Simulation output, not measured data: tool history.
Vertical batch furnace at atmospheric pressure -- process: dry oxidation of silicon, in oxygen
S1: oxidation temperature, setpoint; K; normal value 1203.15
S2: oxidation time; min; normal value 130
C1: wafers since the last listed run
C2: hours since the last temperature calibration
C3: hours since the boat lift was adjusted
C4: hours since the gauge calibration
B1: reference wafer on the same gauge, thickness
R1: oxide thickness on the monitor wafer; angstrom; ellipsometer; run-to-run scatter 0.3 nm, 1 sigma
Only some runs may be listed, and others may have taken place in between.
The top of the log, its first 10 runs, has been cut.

run 11 hour=251.4 | S1=1203.15 S2=130 | C1=182 C2=1911.4 C3=1428.4 C4=649.9 | B1=49.12 | R1=606.9
run 12 hour=282.6 | S1=1203.15 S2=168.5 | C1=262 C2=1942.6 C3=1459.6 C4=681.1 | B1=49.11 | R1=714.7
run 13 hour=301.8 | S1=1203.15 S2=130 | C1=161 C2=1961.8 C3=1478.8 C4=700.3 | B1=49.06 | R1=604.1
run 14 hour=387.3 | S1=1203.15 S2=130 | C1=720 C2=2047.3 C3=1564.3 C4=785.8 | B1=48.89 | R1=601.4
run 15 hour=399.7 | S1=1203.15 S2=80 | C1=104 C2=2059.7 C3=1576.7 C4=798.2 | B1=48.96 | R1=443
run 16 hour=431.2 | S1=1203.15 S2=130 | C1=265 C2=2091.2 C3=1608.2 C4=829.7 | B1=48.79 | R1=600.8
run 17 hour=454.6 | S1=1203.15 S2=130 | C1=197 C2=2114.6 C3=1631.6 C4=853.1 | B1=48.78 | R1=599.7
run 18 hour=478.6 | S1=1203.15 S2=130 | C1=202 C2=2138.6 C3=1655.6 C4=877.1 | B1=48.8 | R1=601.4
-- hour=480.9 gauge calibrated
run 19 hour=507.2 | S1=1187.15 S2=103 | C1=240 C2=2167.2 C3=1684.2 C4=26.3 | B1=50.31 | R1=463.7
run 20 hour=522.1 | S1=1189.15 S2=102.5 | C1=125 C2=2182.1 C3=1699.1 C4=41.2 | B1=50.27 | R1=470.4
run 21 hour=545 | S1=1226.15 S2=71.5 | C1=192 C2=2205 C3=1722 C4=64.1 | B1=50.16 | R1=498.9
run 22 hour=557.7 | S1=1203.15 S2=130 | C1=107 C2=2217.7 C3=1734.7 C4=76.8 | B1=50.19 | R1=617
run 23 hour=573.3 | S1=1184.15 S2=156.5 | C1=131 C2=2233.3 C3=1750.3 C4=92.4 | B1=50.2 | R1=590.6
run 24 hour=594.5 | S1=1203.15 S2=130 | C1=178 C2=2254.5 C3=1771.5 C4=113.6 | B1=50.08 | R1=614.3
run 25 hour=616.8 | S1=1195.15 S2=174.5 | C1=187 C2=2276.8 C3=1793.8 C4=135.9 | B1=49.93 | R1=691.3
-- hour=667.6 thermocouples replaced and temperature profile calibrated
run 26 hour=668.1 | S1=1194.15 S2=87.5 | C1=230 C2=0.5 C3=1845.1 C4=187.2 | B1=50.01 | R1=442.7
run 27 hour=674.1 | S1=1203.15 S2=66.5 | C1=50 C2=6.5 C3=1851.1 C4=193.2 | B1=49.93 | R1=401.5
run 28 hour=680.6 | S1=1203.15 S2=130 | C1=54 C2=13 C3=1857.6 C4=199.7 | B1=49.94 | R1=613.4

What does the tool deliver on the next run?
run 29 hour=714.5 | S1=1203.15 S2=130 | C1=285 C2=46.9 C3=1891.5 C4=233.6 | B1=? | R1=?

Run 29 yielded B1 49.87, R1 609.4 angstrom.
If the tool had no hidden condition, the same run with the same run-to-run variation would have returned R1 613.9 angstrom.

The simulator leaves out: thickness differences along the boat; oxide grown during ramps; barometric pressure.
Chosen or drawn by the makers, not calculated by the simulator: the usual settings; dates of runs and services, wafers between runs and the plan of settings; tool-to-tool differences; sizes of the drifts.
